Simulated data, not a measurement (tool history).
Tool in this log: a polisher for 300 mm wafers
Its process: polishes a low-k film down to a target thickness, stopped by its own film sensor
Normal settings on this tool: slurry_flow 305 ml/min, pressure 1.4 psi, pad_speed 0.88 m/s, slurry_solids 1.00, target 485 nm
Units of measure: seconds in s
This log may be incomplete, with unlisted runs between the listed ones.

run     day  slurry_flow  pressure  pad_speed  slurry_solids  target  wafers since the last listed run  wafers polished on this pad  hours since the slurry nozzle was cleaned  hours since the head pressure was calibrated  hours since the slurry blender was calibrated  hours since the conditioning disc was replaced  incoming thickness of the incoming film, nm  seconds
  1   0.000          305       1.4       0.88           1.00     485                                 0                         1125                                      165.9                                          83.6                                          123.1                                            13.3                                        512.9    116.3
      1.229  -- worn pad replaced by a new one
  2   1.246          305       1.4       0.88           1.00     485                               183                            2                                      195.8                                         113.5                                          153.0                                            43.2                                        509.3    101.6
      1.471  -- slurry blender recalibrated
  3   2.138          305       1.4       1.12           1.00     490                               137                          140                                      217.2                                         134.9                                           16.0                                            64.6                                        503.3     49.0
  4   3.183          305       1.4       1.12           1.00     490                               178                          318                                      242.3                                         160.0                                           41.1                                            89.7                                        515.8     94.5
  5   4.412          305       1.4       0.88           1.00     488                               209                          528                                      271.8                                         189.5                                           70.6                                           119.2                                        511.1     93.6
      6.504  -- conditioning disc replaced and pad reconditioned
  6   6.583          305       1.4       0.88           1.00     488                               355                          884                                      323.9                                         241.6                                          122.7                                             1.9                                        503.8     65.0
  7   7.904          305       1.4       0.88           1.00     485                               225                         1109                                      355.6                                         273.3                                          154.4                                            33.6                                        507.1     88.6
      8.621  -- slurry blender recalibrated
  8   9.046          305       1.4       0.88           1.00     485                               180                         1289                                      383.0                                         300.7                                           10.2                                            61.0                                        517.0    131.0
      9.750  -- worn pad replaced by a new one
  9   9.788          305       1.4       0.88           1.00     485                                97                            6                                      400.8                                         318.5                                           28.0                                            78.8                                        512.7    112.5
 10  11.217          305       1.4       0.88           1.00     485                               243                          249                                      435.1                                         352.8                                           62.3                                           113.1                                        509.4     97.9
 11  12.333          305       1.4       0.88           1.00     485                               190                          440                                      461.9                                         379.6                                           89.1                                           139.9                                        509.3     97.2
     13.179  -- conditioning disc replaced and pad reconditioned
 12  13.383          305       1.4       0.88           1.00     485                               164                          604                                      487.1                                         404.8                                          114.3                                             4.9                                        502.9     70.5
 13  14.088          305       1.4       0.88           1.00     485                               120                          724                                      504.0                                         421.7                                          131.2                                            21.8                                        511.9    108.4
 14  15.117          305       1.2       0.88           0.75     479                               175                          900                                      528.7                                         446.4                                          155.9                                            46.5                                        511.8    180.1
 15  15.950          305       1.4       0.88           1.00     485                               142                         1042                                      548.7                                         466.4                                          175.9                                            66.5                                        508.8     93.6
     16.312  -- slurry blender recalibrated
     16.483  -- head pressure recalibrated
 16  17.158          305       1.4       0.88           1.15     485                               177                         1219                                      577.7                                          16.2                                           20.3                                            95.5                                        503.6     72.3
     17.654  -- worn pad replaced by a new one
 17  19.921          305       1.9       1.16           1.10     481                               442                          386                                      644.0                                          82.5                                           86.6                                           161.8                                        501.7     54.6
     20.108  -- conditioning disc replaced and pad reconditioned
 18  21.242          405       1.4       1.02           1.00     489                               210                          597                                      675.7                                         114.2                                          118.3                                            27.2                                        502.3     50.0
 19  22.033          305       1.1       0.88           1.20     485                               134                          732                                      694.7                                         133.2                                          137.3                                            46.2                                        502.2     76.4
     22.658  -- slurry nozzle cleaned
     22.758  -- slurry blender recalibrated
 20  23.412          305       1.2       0.88           1.00     485                               213                          945                                       18.1                                         166.3                                           15.7                                            79.3                                        511.4    122.9
 21  24.546          305       1.5       0.66           1.00     482                               193                         1138                                       45.3                                         193.5                                           42.9                                           106.5                                        513.3    139.3
     25.033  -- worn pad replaced by a new one
     25.767  -- conditioning disc replaced and pad reconditioned
 22  25.788          365       1.4       0.60           1.30     489                               169                          114                                       75.1                                         223.3                                           72.7                                             0.5                                        513.6     99.7
 23  26.942          305       1.4       0.88           0.70     485                               196                          310                                      102.8                                         251.0                                          100.4                                            28.2                                        508.6    126.1
 24  28.250          380       1.2       0.88           0.85     483                               222                          533                                      134.2                                         282.4                                          131.8                                            59.6                                        504.0    104.3
 25  28.833          305       1.4       0.88           1.00     485                                99                          633                                      148.2                                         296.4                                          145.8                                            73.6                                        510.7    101.4
 26  29.638          305       1.4       0.88           1.00     485                               137                          770                                      167.5                                         315.7                                          165.1                                            92.9                                        514.1    115.5

What if the next run were any one of these 3? Each begins from the tool's condition after run 26:
  A  29.658          305       1.4       0.88           1.00     485                                 3                          773                                      168.0                                         316.2                                          165.6                                            93.4                                        513.7        ?
  B  29.658          305       1.4       1.18           1.00     485                                 3                          773                                      168.0                                         316.2                                          165.6                                            93.4                                        513.7        ?
  C  29.658          350       1.4       0.88           0.80     477                                 3                          773                                      168.0                                         316.2                                          165.6                                            93.4                                        513.7        ?

run  seconds
  A    118.3
  B    102.0
  C    177.3
With the hidden condition removed and each run's random variation left untouched, the same runs would have given:
run  seconds
  A    125.7
  B    108.3
  C    188.2

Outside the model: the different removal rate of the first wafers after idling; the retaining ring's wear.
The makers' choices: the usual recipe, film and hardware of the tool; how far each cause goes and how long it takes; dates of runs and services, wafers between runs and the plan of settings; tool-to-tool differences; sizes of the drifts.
